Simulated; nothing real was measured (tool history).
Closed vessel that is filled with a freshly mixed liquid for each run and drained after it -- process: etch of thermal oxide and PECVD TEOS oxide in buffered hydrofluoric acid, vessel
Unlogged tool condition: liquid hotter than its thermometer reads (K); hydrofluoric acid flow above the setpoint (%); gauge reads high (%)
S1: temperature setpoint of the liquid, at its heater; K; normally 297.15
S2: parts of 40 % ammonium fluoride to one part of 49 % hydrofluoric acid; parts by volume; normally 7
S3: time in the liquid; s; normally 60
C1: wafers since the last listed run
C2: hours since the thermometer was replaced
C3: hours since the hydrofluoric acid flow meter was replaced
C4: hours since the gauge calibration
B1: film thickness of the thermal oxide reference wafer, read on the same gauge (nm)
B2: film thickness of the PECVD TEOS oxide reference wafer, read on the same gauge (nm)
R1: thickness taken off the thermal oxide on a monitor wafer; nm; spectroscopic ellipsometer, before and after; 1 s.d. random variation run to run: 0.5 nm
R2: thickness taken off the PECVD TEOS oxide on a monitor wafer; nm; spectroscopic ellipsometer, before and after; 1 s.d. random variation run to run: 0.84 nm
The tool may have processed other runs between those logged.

run 1 hour=0 | S1=297.15 S2=7 S3=60 | C1=0 C2=246.2 C3=537.4 C4=1071.6 | B1=120.03 B2=130.03 | R1=104.95 R2=182.91
run 2 hour=99.7 | S1=297.15 S2=7 S3=60 | C1=7559 C2=345.9 C3=637.1 C4=1171.3 | B1=120 B2=129.99 | R1=105.91 R2=185.94
run 3 hour=154.1 | S1=297.15 S2=9 S3=60 | C1=4124 C2=400.3 C3=691.5 C4=1225.7 | B1=119.97 B2=129.96 | R1=81.57 R2=141.69
run 4 hour=200.1 | S1=297.15 S2=9 S3=60 | C1=3487 C2=446.3 C3=737.5 C4=1271.7 | B1=120.04 B2=129.98 | R1=81.81 R2=142.03
-- hour=264.9 gauge calibrated
run 5 hour=284.5 | S1=300.65 S2=7 S3=85 | C1=6399 C2=530.7 C3=821.9 C4=19.6 | B1=120 B2=130.02 | R1=187.6 R2=321.1
-- hour=308.2 thermometer replaced
run 6 hour=337.7 | S1=297.15 S2=7 S3=60 | C1=3957 C2=29.5 C3=875.1 C4=72.8 | B1=119.97 B2=129.99 | R1=104.87 R2=178.57
run 7 hour=375.8 | S1=297.15 S2=7 S3=60 | C1=2888 C2=67.6 C3=913.2 C4=110.9 | B1=120.03 B2=129.99 | R1=104.05 R2=180.33
run 8 hour=414 | S1=297.15 S2=7 S3=60 | C1=2896 C2=105.8 C3=951.4 C4=149.1 | B1=120.01 B2=129.99 | R1=104.66 R2=181.96
run 9 hour=545.5 | S1=297.15 S2=7 S3=60 | C1=9970 C2=237.3 C3=1082.9 C4=280.6 | B1=119.96 B2=130.01 | R1=105.21 R2=186.07
run 10 hour=604.9 | S1=292.15 S2=9.5 S3=30 | C1=4503 C2=296.7 C3=1142.3 C4=340 | B1=120 B2=129.98 | R1=29.66 R2=51.85
run 11 hour=656.8 | S1=297.15 S2=7 S3=40 | C1=3935 C2=348.6 C3=1194.2 C4=391.9 | B1=120 B2=130 | R1=70.97 R2=125.07
run 12 hour=737.8 | S1=297.15 S2=7 S3=60 | C1=6141 C2=429.6 C3=1275.2 C4=472.9 | B1=119.97 B2=130.02 | R1=108.39 R2=187.07
run 13 hour=806.8 | S1=299.15 S2=7 S3=40 | C1=5231 C2=498.6 C3=1344.2 C4=541.9 | B1=119.98 B2=129.97 | R1=80.19 R2=138.52
run 14 hour=873 | S1=298.65 S2=7 S3=30 | C1=5019 C2=564.8 C3=1410.4 C4=608.1 | B1=120.02 B2=129.98 | R1=59.32 R2=102.49
-- hour=906.4 thermometer replaced
run 15 hour=954.3 | S1=297.15 S2=7 S3=60 | C1=6088 C2=47.9 C3=1491.7 C4=689.4 | B1=119.99 B2=129.99 | R1=102.57 R2=179.83
run 16 hour=995 | S1=293.65 S2=6 S3=80 | C1=3085 C2=88.6 C3=1532.4 C4=730.1 | B1=120 B2=129.98 | R1=130.93 R2=226.98
-- hour=1000.6 hydrofluoric acid flow meter replaced
run 17 hour=1053.4 | S1=297.15 S2=7 S3=95 | C1=4352 C2=147 C3=52.8 C4=788.5 | B1=119.98 B2=129.99 | R1=165.17 R2=285.74
run 18 hour=1103.1 | S1=294.15 S2=6 S3=70 | C1=3768 C2=196.7 C3=102.5 C4=838.2 | B1=119.99 B2=129.98 | R1=117.68 R2=205.48
run 19 hour=1210.3 | S1=297.15 S2=7 S3=60 | C1=8127 C2=303.9 C3=209.7 C4=945.4 | B1=119.99 B2=130 | R1=106.26 R2=185.62
run 20 hour=1307.3 | S1=301.15 S2=8.5 S3=50 | C1=7354 C2=400.9 C3=306.7 C4=1042.4 | B1=119.99 B2=130.01 | R1=89.82 R2=155.68
-- hour=1369.7 thermometer replaced
run 21 hour=1383.6 | S1=302.15 S2=6 S3=60 | C1=5709 C2=13.9 C3=383 C4=1118.7 | B1=119.99 B2=130 | R1=153.9 R2=268.61
run 22 hour=1486.3 | S1=300.15 S2=8.5 S3=30 | C1=7786 C2=116.6 C3=485.7 C4=1221.4 | B1=120.02 B2=130.01 | R1=49.74 R2=86.52
run 23 hour=1527.8 | S1=297.15 S2=7 S3=30 | C1=3146 C2=158.1 C3=527.2 C4=1262.9 | B1=120.02 B2=129.97 | R1=52.47 R2=91.11
run 24 hour=1620.7 | S1=300.15 S2=7 S3=60 | C1=7043 C2=251 C3=620.1 C4=1355.8 | B1=119.99 B2=130.01 | R1=122.31 R2=215.08
run 25 hour=1717.1 | S1=299.15 S2=5.5 S3=60 | C1=7309 C2=347.4 C3=716.5 C4=1452.2 | B1=119.97 B2=130.03 | R1=146.52 R2=255.19

Hidden condition of the tool, last listed run before each entry between runs versus first listed run after:
Runs 4 to 5: gauge calibrated (hour 264.9)
  liquid hotter than its thermometer reads (K): 0.865 -> 1.02
  measured result minus the result with no hidden state, R1: +3.74 -> +9.88 nm; R2: +6.49 -> +16.9 nm
Runs 5 to 6: thermometer replaced (hour 308.2)
  liquid hotter than its thermometer reads (K): 1.02 -> 0.201
  measured result minus the result with no hidden state, R1: +9.88 -> +1.13 nm; R2: +16.9 -> +1.94 nm
Runs 14 to 15: thermometer replaced (hour 906.4)
  liquid hotter than its thermometer reads (K): 1.16 -> 0.145
  measured result minus the result with no hidden state, R1: +3.58 -> +0.83 nm; R2: +6.19 -> +1.46 nm
Runs 16 to 17: hydrofluoric acid flow meter replaced (hour 1000.6)
  liquid hotter than its thermometer reads (K): 0.218 -> 0.323
  measured result minus the result with no hidden state, R1: +1.6 -> +2.85 nm; R2: +2.76 -> +4.93 nm
Runs 20 to 21: thermometer replaced (hour 1369.7)
  liquid hotter than its thermometer reads (K): 0.778 -> 0.0505
  measured result minus the result with no hidden state, R1: +3.64 -> +0.41 nm; R2: +6.29 -> +0.71 nm
